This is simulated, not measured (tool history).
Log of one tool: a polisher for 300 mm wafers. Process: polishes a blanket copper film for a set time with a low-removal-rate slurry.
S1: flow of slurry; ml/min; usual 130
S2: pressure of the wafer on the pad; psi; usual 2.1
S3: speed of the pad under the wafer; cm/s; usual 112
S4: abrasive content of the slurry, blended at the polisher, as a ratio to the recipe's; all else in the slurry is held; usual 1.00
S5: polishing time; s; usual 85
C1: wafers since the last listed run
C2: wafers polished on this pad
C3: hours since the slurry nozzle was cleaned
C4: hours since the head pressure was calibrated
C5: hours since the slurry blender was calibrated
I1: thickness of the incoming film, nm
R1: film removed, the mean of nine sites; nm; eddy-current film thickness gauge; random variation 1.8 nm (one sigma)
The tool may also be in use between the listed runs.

Run 1, hour 0.0: usual settings; C1 0; C2 1039; C3 195.0; C4 574.3; C5 238.1; I1 993.7. Result: R1 199.7 nm.
At hour 25.1: worn pad replaced by a new one.
Run 2, hour 38.8: usual settings but S4 1.20; C1 225; C2 88; C3 233.8; C4 613.1; C5 276.9; I1 996.2. Result: R1 207.6 nm.
Run 3, hour 72.5: usual settings but S4 1.20; C1 218; C2 307; C3 267.5; C4 646.8; C5 310.6; I1 989.2. Result: R1 211.3 nm.
Run 4, hour 99.4: usual settings; C1 174; C2 481; C3 294.4; C4 673.7; C5 337.5; I1 984.0. Result: R1 196.6 nm.
Run 5, hour 124.2: usual settings; C1 160; C2 641; C3 319.2; C4 698.5; C5 362.3; I1 975.4. Result: R1 198.3 nm.
At hour 175.9: slurry blender recalibrated.
Run 6, hour 177.8: usual settings; C1 334; C2 975; C3 372.8; C4 752.1; C5 1.9; I1 973.5. Result: R1 197.2 nm.
At hour 209.3: worn pad replaced by a new one.
Run 7, hour 270.6: usual settings; C1 574; C2 396; C3 465.6; C4 844.9; C5 94.7; I1 983.9. Result: R1 194.9 nm.
Run 8, hour 302.3: usual settings but S5 68 s; C1 205; C2 601; C3 497.3; C4 876.6; C5 126.4; I1 973.4. Result: R1 157.4 nm.
Run 9, hour 357.8: usual settings but S5 68 s; C1 359; C2 960; C3 552.8; C4 932.1; C5 181.9; I1 993.0. Result: R1 153.0 nm.
At hour 382.1: worn pad replaced by a new one.
Run 10, hour 398.3: usual settings; C1 236; C2 105; C3 593.3; C4 972.6; C5 222.4; I1 974.6. Result: R1 189.7 nm.
At hour 407.3: head pressure recalibrated.
Run 11, hour 443.4: usual settings but S1 95 ml/min, S2 2.4 psi, S3 152 cm/s, S5 108 s; C1 278; C2 384; C3 638.4; C4 36.1; C5 267.5; I1 985.5. Result: R1 347.4 nm.
At hour 460.4: slurry nozzle cleaned.
Run 12, hour 473.7: usual settings but S1 145 ml/min, S3 102 cm/s, S4 1.25, S5 104 s; C1 189; C2 573; C3 13.3; C4 66.4; C5 297.8; I1 978.6. Result: R1 241.5 nm.
Run 13, hour 521.3: usual settings but S2 2.6 psi; C1 308; C2 881; C3 60.9; C4 114.0; C5 345.4; I1 982.9. Result: R1 250.6 nm.
At hour 541.0: worn pad replaced by a new one.
At hour 653.6: slurry blender recalibrated.
Run 14, hour 656.1: usual settings but S1 95 ml/min, S2 2.8 psi, S3 132 cm/s, S4 1.10; C1 833; C2 731; C3 195.7; C4 248.8; C5 2.5; I1 964.1. Result: R1 305.6 nm.
At hour 690.7: worn pad replaced by a new one.
Run 15, hour 714.8: usual settings but S1 110 ml/min, S3 98 cm/s, S4 1.15, S5 101 s; C1 354; C2 155; C3 254.4; C4 307.5; C5 61.2; I1 972.3. Result: R1 207.0 nm.
Run 16, hour 764.4: usual settings; C1 321; C2 476; C3 304.0; C4 357.1; C5 110.8; I1 962.1. Result: R1 200.2 nm.
Run 17, hour 790.9: usual settings but S2 1.5 psi; C1 171; C2 648; C3 330.5; C4 383.6; C5 137.3; I1 981.3. Result: R1 139.8 nm.
Run 18, hour 823.0: usual settings but S2 1.7 psi, S5 101 s; C1 207; C2 856; C3 362.6; C4 415.7; C5 169.4; I1 989.4. Result: R1 192.2 nm.

Measured less the same run without the tool's hidden state. The same run-to-run variation is in both; the gauge's scatter may not be:
The hidden state here: removal rate lost through wear of the pad, %; slurry flow missing at the pad, %; deviation of the head's pressure from its setpoint, %; abrasive missing from the slurry, %.
run     R1
  1   -2.4
  2   -3.0
  3   -3.4
  4   -3.6
  5   -4.0
  6   -5.0
  7   -7.1
  8   -6.5
  9   -7.8
 10  -11.3
 11  -30.8
 12   -0.9
 13   -1.2
 14   -3.4
 15   -2.8
 16   -3.0
 17   -2.5
 18   -3.9
